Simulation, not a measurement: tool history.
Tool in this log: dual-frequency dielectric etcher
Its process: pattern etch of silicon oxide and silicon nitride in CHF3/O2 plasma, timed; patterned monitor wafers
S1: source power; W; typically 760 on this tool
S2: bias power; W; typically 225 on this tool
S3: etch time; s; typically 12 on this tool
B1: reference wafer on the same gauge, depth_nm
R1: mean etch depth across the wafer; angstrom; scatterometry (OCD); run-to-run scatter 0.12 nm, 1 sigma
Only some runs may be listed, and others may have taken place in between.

Run 1, hour 0: usual settings; B1 20.7. Result: R1 197.1 angstrom.
Run 2, hour 88.9: usual settings; B1 20.68. Result: R1 193.9 angstrom.
At hour 116.5: wet clean of the chamber.
Run 3, hour 129.4: usual settings; B1 20.69. Result: R1 204.3 angstrom.
Run 4, hour 236.7: usual settings; B1 20.72. Result: R1 201.6 angstrom.
At hour 253.9: source power generator calibrated.
Run 5, hour 323.5: usual settings; B1 20.68. Result: R1 200.5 angstrom.
Run 6, hour 369.6: usual settings; B1 20.69. Result: R1 201.7 angstrom.
Run 7, hour 444.7: usual settings; B1 20.72. Result: R1 201.2 angstrom.
Run 8, hour 500.1: usual settings; B1 20.72. Result: R1 199.1 angstrom.
Run 9, hour 601.7: usual settings but S2 169 W; B1 20.72. Result: R1 189.9 angstrom.
Run 10, hour 682.3: usual settings but S1 640 W, S2 277 W, S3 14.5 s; B1 20.68. Result: R1 227 angstrom.
At hour 858.2: wet clean of the chamber.
Run 11, hour 945.6: usual settings but S2 209 W, S3 10 s; B1 20.73. Result: R1 170.3 angstrom.
Run 12, hour 987.8: usual settings; B1 20.69. Result: R1 204.2 angstrom.
At hour 1074.6: bias power generator calibrated.
Run 13, hour 1080.8: usual settings but S1 690 W, S2 247 W, S3 14 s; B1 20.71. Result: R1 228.7 angstrom.
Run 14, hour 1128.7: usual settings but S1 840 W, S2 255 W, S3 8.5 s; B1 20.73. Result: R1 152.8 angstrom.
Run 15, hour 1224.8: usual settings but S3 10.5 s; B1 20.68. Result: R1 175 angstrom.
Run 16, hour 1272.3: usual settings but S1 630 W, S2 250 W, S3 15 s; B1 20.67. Result: R1 232.6 angstrom.
Run 17, hour 1345: usual settings but S2 246 W; B1 20.69. Result: R1 202.5 angstrom.
At hour 1380.1: upper electrode replaced.
Run 18, hour 1442.9: usual settings; B1 20.67. Result: R1 196.3 angstrom.
At hour 1510: gauge calibrated.
Run 19, hour 1516.8: usual settings but S1 940 W, S3 11 s; B1 20.71. Result: R1 198.6 angstrom.

Run 20 is up next; what results do you expect?
Run 20, hour 1595: usual settings but S1 900 W, S2 273 W, S3 9.5 s; B1 ?. Result: R1 ?.

B1: 20.71
R1: 172.7 angstrom
On a tool with no hidden condition, and with the same random variation, this run would have come out at R1 181.9 angstrom.
